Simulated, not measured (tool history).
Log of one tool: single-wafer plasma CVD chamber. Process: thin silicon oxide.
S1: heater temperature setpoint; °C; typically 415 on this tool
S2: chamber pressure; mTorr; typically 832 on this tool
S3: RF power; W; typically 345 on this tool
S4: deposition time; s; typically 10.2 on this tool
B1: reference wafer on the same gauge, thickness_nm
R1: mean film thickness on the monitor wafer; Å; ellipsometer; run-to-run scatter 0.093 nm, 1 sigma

run,hour,S1,S2,S3,S4,B1,R1
1,0,415,733,345,10.2,19.121,170.52
2,107.9,415,878,345,10.2,19.091,190.45
3,160,415,878,345,10.2,19.113,189.73
# hour 231.1: RF generator calibrated
4,232.5,415,878,345,10.2,19.098,196.67
5,300.2,415,832,345,10.2,19.111,186.78
6,347.5,415,832,345,10.2,19.068,189.34
7,515.9,415,832,345,10.2,19.085,187.58
8,570.7,415,832,345,10.2,19.093,185.93
9,670.6,415,832,320,9.3,19.088,166.06
10,768.9,415,832,345,9.4,19.091,172.32
# hour 803: gauge calibrated
# hour 807.2: capacitance manometer re-zeroed and calibrated
11,820.1,424,832,345,11,19.091,200.8
12,1044.9,415,832,395,10.2,19.075,195.66
# hour 1100.6: thermocouple changed; heater temperature recalibrated
13,1101.1,415,720,400,10.2,19.111,178.82
14,1163.2,402,832,345,10.2,19.108,187.44
15,1209.8,415,832,345,11.7,19.113,212.6
16,1250.1,405,832,345,12,19.104,219.58
17,1337.3,415,832,345,10.2,19.119,183.9
# hour 1372.6: showerhead replaced
18,1428.7,415,832,345,10.2,19.11,185.23
# hour 1573.3: RF generator calibrated
19,1573.8,415,936,345,11.9,19.122,235.58
20,1860,415,832,345,10.2,19.096,187.05
21,1926.2,409,963,380,8.3,19.1,170.16
22,1990.6,415,832,345,10.2,19.091,186.24
23,2067.8,415,832,345,10.2,19.102,185.31
24,2139.8,406,978,345,10.2,19.109,202.88
25,2187.3,421,687,295,10.2,19.088,156.11
26,2253.4,408,832,310,10.2,19.093,178.43
27,2355.7,415,1031,290,12.2,19.104,232.3
28,2426,415,832,345,10.2,19.111,183.92

Consider 4 possible next runs. They are alternatives, not a sequence: every one starts from the tool as it was left by run 28. What does each give?
A,2426.4,415,832,345,10.2,?,?
B,2426.4,415,940,345,10.2,?,?
C,2426.4,404,690,365,8.6,?,?
D,2426.4,415,689,345,9,?,?

run,B1,R1
A,19.101,185.94
B,19.101,198.86
C,19.101,144.62
D,19.101,146.96
Take away the tool's hidden state, keep each run's random variation, and the runs would have read:
run,R1
A,191.27
B,204.56
C,148.68
D,151.18
